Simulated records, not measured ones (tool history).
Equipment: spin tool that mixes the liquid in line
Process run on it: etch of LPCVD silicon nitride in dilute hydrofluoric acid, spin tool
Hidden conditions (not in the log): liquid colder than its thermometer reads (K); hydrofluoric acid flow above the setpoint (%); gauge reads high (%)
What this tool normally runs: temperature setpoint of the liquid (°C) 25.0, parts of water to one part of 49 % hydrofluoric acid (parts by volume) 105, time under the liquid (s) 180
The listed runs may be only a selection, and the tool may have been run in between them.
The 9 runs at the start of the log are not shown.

| run | hour | temperature setpoint of the liquid (°C) | parts of water to one part of 49 % hydrofluoric acid (parts by volume) | time under the liquid (s) | wafers since the last listed run | hours since the thermometer was replaced | hours since the hydrofluoric acid flow meter was replaced | hours since the gauge calibration | read-back film thickness of the LPCVD silicon nitride reference wafer, read on the same gauge (nm) | thickness taken off the LPCVD silicon nitride on a monitor wafer (Å) |
|---|---|---|---|---|---|---|---|---|---|---|
| 10 | 112.1 | 25.0 | 105 | 180 | 111 | 2572.4 | 1283.7 | 179.4 | 89.997 | 10.06 |
| 11 | 120.0 | 25.0 | 105 | 180 | 54 | 2580.3 | 1291.6 | 187.3 | 90.012 | 9.87 |
|  | 128.5 | hydrofluoric acid flow meter replaced |
| 12 | 131.5 | 25.0 | 105 | 180 | 72 | 2591.8 | 3.0 | 198.8 | 89.977 | 9.68 |
| 13 | 140.3 | 25.0 | 105 | 225 | 60 | 2600.6 | 11.8 | 207.6 | 90.031 | 12.36 |
| 14 | 153.2 | 25.0 | 105 | 225 | 88 | 2613.5 | 24.7 | 220.5 | 90.010 | 12.34 |
|  | 163.8 | thermometer replaced |
| 15 | 166.5 | 25.0 | 105 | 225 | 84 | 2.7 | 38.0 | 233.8 | 90.035 | 12.20 |
| 16 | 182.5 | 20.5 | 90 | 240 | 110 | 18.7 | 54.0 | 249.8 | 90.027 | 11.53 |
|  | 184.5 | gauge calibrated |
| 17 | 197.3 | 25.0 | 105 | 180 | 101 | 33.5 | 68.8 | 12.8 | 89.974 | 9.63 |
| 18 | 215.2 | 25.0 | 105 | 180 | 123 | 51.4 | 86.7 | 30.7 | 89.984 | 10.07 |
| 19 | 226.8 | 20.0 | 75 | 180 | 79 | 63.0 | 98.3 | 42.3 | 90.009 | 9.94 |
| 20 | 236.9 | 22.5 | 65 | 125 | 69 | 73.1 | 108.4 | 52.4 | 89.989 | 9.16 |
| 21 | 250.4 | 29.5 | 105 | 215 | 92 | 86.6 | 121.9 | 65.9 | 90.052 | 15.05 |
| 22 | 262.6 | 25.0 | 120 | 135 | 84 | 98.8 | 134.1 | 78.1 | 89.994 | 6.51 |
| 23 | 279.0 | 25.0 | 105 | 135 | 112 | 115.2 | 150.5 | 94.5 | 90.035 | 7.11 |
| 24 | 289.3 | 25.0 | 60 | 180 | 70 | 125.5 | 160.8 | 104.8 | 90.027 | 17.34 |
| 25 | 304.1 | 25.0 | 105 | 180 | 101 | 140.3 | 175.6 | 119.6 | 89.993 | 10.11 |
| 26 | 311.5 | 21.0 | 155 | 125 | 50 | 147.7 | 183.0 | 127.0 | 90.010 | 3.61 |
| 27 | 363.3 | 29.0 | 120 | 70 | 356 | 199.5 | 234.8 | 178.8 | 89.990 | 4.30 |
| 28 | 376.4 | 28.0 | 65 | 210 | 90 | 212.6 | 247.9 | 191.9 | 89.979 | 22.89 |
| 29 | 387.1 | 25.0 | 105 | 180 | 73 | 223.3 | 258.6 | 202.6 | 89.982 | 9.52 |
| 30 | 399.3 | 25.0 | 105 | 180 | 84 | 235.5 | 270.8 | 214.8 | 89.987 | 9.95 |
| 31 | 406.5 | 25.0 | 105 | 180 | 49 | 242.7 | 278.0 | 222.0 | 90.019 | 9.92 |
| 32 | 414.9 | 21.5 | 145 | 180 | 57 | 251.1 | 286.4 | 230.4 | 90.014 | 5.68 |
| 33 | 431.6 | 25.0 | 105 | 210 | 115 | 267.8 | 303.1 | 247.1 | 89.987 | 11.34 |
| 34 | 438.3 | 25.0 | 85 | 270 | 46 | 274.5 | 309.8 | 253.8 | 90.014 | 18.38 |

3 ways to go on from here, each from the tool as it stands after run 34. What would each give?
| A | 438.8 | 25.0 | 140 | 180 | 3 | 275.0 | 310.3 | 254.3 | ? | ? |
| B | 438.8 | 25.0 | 105 | 255 | 3 | 275.0 | 310.3 | 254.3 | ? | ? |
| C | 438.8 | 21.5 | 130 | 70 | 3 | 275.0 | 310.3 | 254.3 | ? | ? |

| run | read-back film thickness of the LPCVD silicon nitride reference wafer, read on the same gauge (nm) | thickness taken off the LPCVD silicon nitride on a monitor wafer (Å) |
|---|---|---|
| A | 89.970 | 7.22 |
| B | 89.970 | 13.60 |
| C | 89.970 | 2.40 |
The same runs, with their run-to-run variation unchanged, on a tool lacking any hidden condition would have given:
| run | thickness taken off the LPCVD silicon nitride on a monitor wafer (Å) |
|---|---|
| A | 7.22 |
| B | 13.60 |
| C | 2.40 |
